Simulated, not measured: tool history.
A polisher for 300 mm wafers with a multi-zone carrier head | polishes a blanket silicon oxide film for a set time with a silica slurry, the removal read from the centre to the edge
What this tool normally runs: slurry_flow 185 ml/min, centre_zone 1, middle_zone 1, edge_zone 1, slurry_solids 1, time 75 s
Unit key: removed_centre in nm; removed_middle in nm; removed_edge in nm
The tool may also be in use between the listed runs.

run   hour  slurry_flow  centre_zone  middle_zone  edge_zone  slurry_solids  time  incoming thickness of the incoming film, nm  removed_centre  removed_middle  removed_edge
  1      0          185            1            1          1              1    75                                       1671.7           214.8           216.4         220.9
  2    6.6          185            1         0.95          1              1    75                                       1641.1           214.4           207.5           221
  3   23.6          185            1         0.95          1              1    75                                       1685.7           215.9           209.3         220.6
  4   30.8          185            1            1          1              1    75                                       1688.5           212.5           217.1         219.5
  5   46.9          185            1            1          1              1    75                                       1639.3           216.3           214.8         217.9
  6   53.5          185            1            1          1              1    75                                         1671           217.1           217.3         219.2
      59.4  -- carrier head's membrane replaced by a new one
  7   62.5          185            1            1          1              1    75                                       1694.6           214.4           216.5         218.9
  8   74.4          160            1         1.04       1.09            0.9    75                                       1684.4           198.5           206.4         211.4
      82.3  -- worn pad replaced by a new one
  9   83.5          185            1         0.94          1              1    90                                         1674           256.5           249.6           262
      96.9  -- slurry nozzle cleaned
 10   98.5          230          1.1            1       0.95              1    75                                       1648.4           246.9           223.3         218.2
     101.6  -- centre zone pressure recalibrated
 11  112.7          185         0.92            1          1              1    64                                       1650.6           169.4           185.2         185.2
     115.7  -- edge zone pressure recalibrated
 12  121.5          185            1            1          1              1    75                                       1669.8           213.5           215.5         222.4
 13  131.3          170            1            1       0.95           0.85    93                                         1685           239.9           245.4         242.2
 14  148.8          185            1            1          1              1    93                                       1686.5           269.9           271.9         271.4
 15    158          185            1            1          1              1    75                                         1645           214.9             218         218.1

Hidden state, per run?
removal rate lost through wear of the pad, %: 0 across all the runs
slurry flow missing at the pad, %: 0 across all the runs
deviation of the centre zone's pressure from its setpoint, %: 0 across all the runs
deviation of the edge zone's pressure from its setpoint, %: 0 across all the runs
